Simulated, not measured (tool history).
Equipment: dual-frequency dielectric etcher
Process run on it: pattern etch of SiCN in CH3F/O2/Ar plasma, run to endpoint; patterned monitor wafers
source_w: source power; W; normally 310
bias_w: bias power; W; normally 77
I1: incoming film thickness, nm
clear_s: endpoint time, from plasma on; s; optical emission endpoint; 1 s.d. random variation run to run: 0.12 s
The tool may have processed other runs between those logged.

run 1 hour=0 | source_w=310 bias_w=90 | I1=9.53 | clear_s=26.1
run 2 hour=13.3 | source_w=310 bias_w=90 | I1=9.53 | clear_s=26.3
run 3 hour=19.9 | source_w=310 bias_w=77 | I1=9.56 | clear_s=28.8
run 4 hour=37.1 | source_w=310 bias_w=77 | I1=9.4 | clear_s=28
run 5 hour=44.1 | source_w=330 bias_w=67 | I1=9.44 | clear_s=29.8
-- hour=58.5 bias power generator calibrated
-- hour=61 source power generator calibrated
run 6 hour=61.5 | source_w=330 bias_w=67 | I1=9.57 | clear_s=30.1
-- hour=88.3 wet clean of the chamber
-- hour=112.2 upper electrode replaced
run 7 hour=112.7 | source_w=310 bias_w=77 | I1=9.46 | clear_s=27.2
run 8 hour=113 | source_w=310 bias_w=77 | I1=9.5 | clear_s=27.3
run 9 hour=113.4 | source_w=340 bias_w=95 | I1=9.54 | clear_s=23.8
run 10 hour=113.7 | source_w=310 bias_w=96 | I1=9.55 | clear_s=24.4
run 11 hour=114 | source_w=260 bias_w=77 | I1=9.55 | clear_s=29.4
run 12 hour=118.1 | source_w=310 bias_w=77 | I1=9.47 | clear_s=27.4

Expected results for the next run?
run 13 hour=128.2 | source_w=240 bias_w=61 | I1=9.43 | clear_s=?

clear_s: 34.2 s
Minus the tool's unlogged condition, the same run would have read clear_s 34.1 s.
